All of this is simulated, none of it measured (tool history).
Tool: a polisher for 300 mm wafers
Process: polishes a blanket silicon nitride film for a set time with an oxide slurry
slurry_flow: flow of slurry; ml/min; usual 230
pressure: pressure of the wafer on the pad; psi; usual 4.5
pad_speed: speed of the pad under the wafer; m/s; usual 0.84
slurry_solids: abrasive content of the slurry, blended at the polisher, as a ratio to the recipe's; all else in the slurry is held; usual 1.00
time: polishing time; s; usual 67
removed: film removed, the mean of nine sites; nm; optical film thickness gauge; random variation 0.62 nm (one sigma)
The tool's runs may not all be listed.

| run | hour | slurry_flow | pressure | pad_speed | slurry_solids | time | wafers since the last listed run | wafers polished on this pad | hours since the slurry nozzle was cleaned | hours since the head pressure was calibrated | hours since the slurry blender was calibrated | hours since the conditioning disc was replaced | incoming thickness of the incoming film, nm | removed |
|---|---|---|---|---|---|---|---|---|---|---|---|---|---|---|
| 1 | 0.0 | 230 | 4.5 | 0.84 | 1.00 | 67 | 0 | 1216 | 273.9 | 427.1 | 135.8 | 340.0 | 497.4 | 43.5 |
| 2 | 66.8 | 230 | 4.5 | 0.84 | 1.00 | 67 | 531 | 1747 | 340.7 | 493.9 | 202.6 | 406.8 | 502.8 | 43.9 |
|  | 108.6 | slurry nozzle cleaned |
|  | 156.5 | conditioning disc replaced and pad reconditioned |
| 3 | 174.3 | 230 | 4.5 | 0.84 | 1.00 | 67 | 831 | 2578 | 65.7 | 601.4 | 310.1 | 17.8 | 490.6 | 42.5 |
|  | 231.6 | slurry blender recalibrated |
| 4 | 241.6 | 230 | 5.0 | 0.84 | 1.00 | 67 | 519 | 3098 | 133.0 | 668.7 | 10.0 | 85.1 | 504.6 | 50.2 |
|  | 260.3 | worn pad replaced by a new one |
| 5 | 313.6 | 230 | 5.0 | 0.84 | 1.00 | 67 | 540 | 423 | 205.0 | 740.7 | 82.0 | 157.1 | 502.6 | 48.7 |
| 6 | 378.0 | 230 | 5.0 | 0.84 | 1.00 | 67 | 512 | 935 | 269.4 | 805.1 | 146.4 | 221.5 | 501.5 | 48.2 |
| 7 | 454.1 | 175 | 4.5 | 0.84 | 1.00 | 67 | 605 | 1540 | 345.5 | 881.2 | 222.5 | 297.6 | 507.1 | 40.8 |
|  | 473.5 | slurry nozzle cleaned |
| 8 | 508.9 | 175 | 4.5 | 0.84 | 1.00 | 67 | 427 | 1968 | 35.4 | 936.0 | 277.3 | 352.4 | 495.7 | 42.6 |
| 9 | 556.6 | 230 | 4.5 | 0.84 | 0.80 | 67 | 379 | 2348 | 83.1 | 983.7 | 325.0 | 400.1 | 499.6 | 41.3 |
|  | 580.6 | conditioning disc replaced and pad reconditioned |
| 10 | 601.9 | 230 | 4.5 | 0.84 | 1.00 | 72 | 344 | 2692 | 128.4 | 1029.0 | 370.3 | 21.3 | 497.2 | 46.0 |
|  | 621.8 | worn pad replaced by a new one |
|  | 630.8 | slurry blender recalibrated |
| 11 | 645.9 | 230 | 4.5 | 0.84 | 1.00 | 72 | 302 | 175 | 172.4 | 1073.0 | 15.1 | 65.3 | 509.1 | 46.9 |
| 12 | 728.7 | 230 | 4.5 | 0.84 | 1.00 | 67 | 658 | 834 | 255.2 | 1155.8 | 97.9 | 148.1 | 497.8 | 42.5 |
|  | 855.9 | head pressure recalibrated |
|  | 956.9 | slurry nozzle cleaned |
| 13 | 1031.2 | 230 | 5.0 | 0.84 | 1.00 | 67 | 2381 | 3216 | 74.3 | 175.3 | 400.4 | 450.6 | 488.8 | 44.3 |
|  | 1072.1 | worn pad replaced by a new one |
|  | 1080.7 | slurry blender recalibrated |
|  | 1089.6 | conditioning disc replaced and pad reconditioned |
| 14 | 1091.1 | 230 | 3.0 | 0.84 | 1.00 | 76 | 412 | 119 | 134.2 | 235.2 | 10.4 | 1.5 | 489.0 | 31.2 |
| 15 | 1136.3 | 230 | 4.5 | 0.84 | 1.00 | 67 | 359 | 479 | 179.4 | 280.4 | 55.6 | 46.7 | 499.6 | 40.2 |
| 16 | 1214.1 | 260 | 4.5 | 0.84 | 1.00 | 83 | 618 | 1097 | 257.2 | 358.2 | 133.4 | 124.5 | 501.2 | 49.4 |
|  | 1269.4 | head pressure recalibrated, repeated, since the last time left the tool worse |
|  | 1442.9 | slurry nozzle cleaned |
| 17 | 1462.8 | 230 | 4.5 | 0.84 | 1.00 | 67 | 1953 | 3051 | 19.9 | 193.4 | 382.1 | 373.2 | 492.1 | 45.0 |
| 18 | 1515.0 | 230 | 4.5 | 0.84 | 1.00 | 67 | 415 | 3466 | 72.1 | 245.6 | 434.3 | 425.4 | 504.0 | 45.6 |
|  | 1559.8 | slurry blender recalibrated |
|  | 1560.0 | worn pad replaced by a new one |
|  | 1572.6 | conditioning disc replaced and pad reconditioned |
| 19 | 1597.7 | 230 | 4.5 | 0.84 | 1.25 | 76 | 624 | 284 | 154.8 | 328.3 | 37.9 | 25.1 | 498.3 | 53.5 |
| 20 | 1667.5 | 230 | 4.9 | 0.84 | 0.70 | 67 | 555 | 839 | 224.6 | 398.1 | 107.7 | 94.9 | 492.0 | 43.6 |
| 21 | 1729.8 | 230 | 4.5 | 0.84 | 1.00 | 67 | 495 | 1334 | 286.9 | 460.4 | 170.0 | 157.2 | 495.3 | 44.5 |
| 22 | 1818.2 | 230 | 4.0 | 0.84 | 1.00 | 67 | 703 | 2037 | 375.3 | 548.8 | 258.4 | 245.6 | 502.5 | 38.4 |
|  | 1829.1 | slurry nozzle cleaned |
| 23 | 1876.7 | 160 | 3.7 | 0.84 | 1.15 | 67 | 457 | 2494 | 47.6 | 607.3 | 316.9 | 304.1 | 510.8 | 35.4 |
| 24 | 1967.8 | 295 | 4.5 | 0.84 | 1.00 | 46 | 724 | 3219 | 138.7 | 698.4 | 408.0 | 395.2 | 496.3 | 30.7 |
|  | 1975.4 | slurry blender recalibrated |
|  | 2030.4 | worn pad replaced by a new one |
|  | 2034.5 | conditioning disc replaced and pad reconditioned |
| 25 | 2056.9 | 230 | 4.1 | 0.66 | 0.75 | 50 | 644 | 194 | 227.8 | 787.5 | 81.5 | 22.4 | 508.3 | 23.1 |

How the hidden state differs across the entries between the runs, from the last listed run before each to the first after it:
Between runs 2 and 3: slurry nozzle cleaned (hour 108.6); conditioning disc replaced and pad reconditioned (hour 156.5)
  deviation of the head's pressure from its setpoint, %: -4.39 -> -4.93
  measured less the result without the state, removed: -1.9 -> -2.1 nm
Between runs 3 and 4: slurry blender recalibrated (hour 231.6)
  deviation of the head's pressure from its setpoint, %: -4.93 -> -5.21
  measured less the result without the state, removed: -2.1 -> -2.6 nm
Between runs 4 and 5: worn pad replaced by a new one (hour 260.3)
  deviation of the head's pressure from its setpoint, %: -5.21 -> -5.46
  measured less the result without the state, removed: -2.6 -> -2.7 nm
Between runs 7 and 8: slurry nozzle cleaned (hour 473.5)
  deviation of the head's pressure from its setpoint, %: -5.83 -> -5.94
  measured less the result without the state, removed: -2.4 -> -2.6 nm
Between runs 9 and 10: conditioning disc replaced and pad reconditioned (hour 580.6)
  deviation of the head's pressure from its setpoint, %: -6.03 -> -6.1
  measured less the result without the state, removed: -2.5 -> -2.8 nm
Between runs 10 and 11: worn pad replaced by a new one (hour 621.8); slurry blender recalibrated (hour 630.8)
  deviation of the head's pressure from its setpoint, %: -6.1 -> -6.17
  measured less the result without the state, removed: -2.8 -> -3.0 nm
Between runs 12 and 13: head pressure recalibrated (hour 855.9); slurry nozzle cleaned (hour 956.9)
  deviation of the head's pressure from its setpoint, %: -6.27 -> -13.4
  measured less the result without the state, removed: -2.7 -> -6.6 nm
Between runs 13 and 14: worn pad replaced by a new one (hour 1072.1); slurry blender recalibrated (hour 1080.7); conditioning disc replaced and pad reconditioned (hour 1089.6)
  deviation of the head's pressure from its setpoint, %: -13.4 -> -14.1
  measured less the result without the state, removed: -6.6 -> -4.9 nm
Between runs 16 and 17: head pressure recalibrated, repeated, since the last time left the tool worse (hour 1269.4); slurry nozzle cleaned (hour 1442.9)
  deviation of the head's pressure from its setpoint, %: -15.2 -> -2.22
  measured less the result without the state, removed: -8.5 -> -1.0 nm
Between runs 18 and 19: slurry blender recalibrated (hour 1559.8); worn pad replaced by a new one (hour 1560.0); conditioning disc replaced and pad reconditioned (hour 1572.6)
  deviation of the head's pressure from its setpoint, %: -2.81 -> -3.61
  measured less the result without the state, removed: -1.2 -> -1.9 nm
Between runs 22 and 23: slurry nozzle cleaned (hour 1829.1)
  deviation of the head's pressure from its setpoint, %: -5.08 -> -5.36
  measured less the result without the state, removed: -1.9 -> -1.9 nm
Between runs 24 and 25: slurry blender recalibrated (hour 1975.4); worn pad replaced by a new one (hour 2030.4); conditioning disc replaced and pad reconditioned (hour 2034.5)
  deviation of the head's pressure from its setpoint, %: -5.71 -> -5.99
  measured less the result without the state, removed: -1.8 -> -1.4 nm
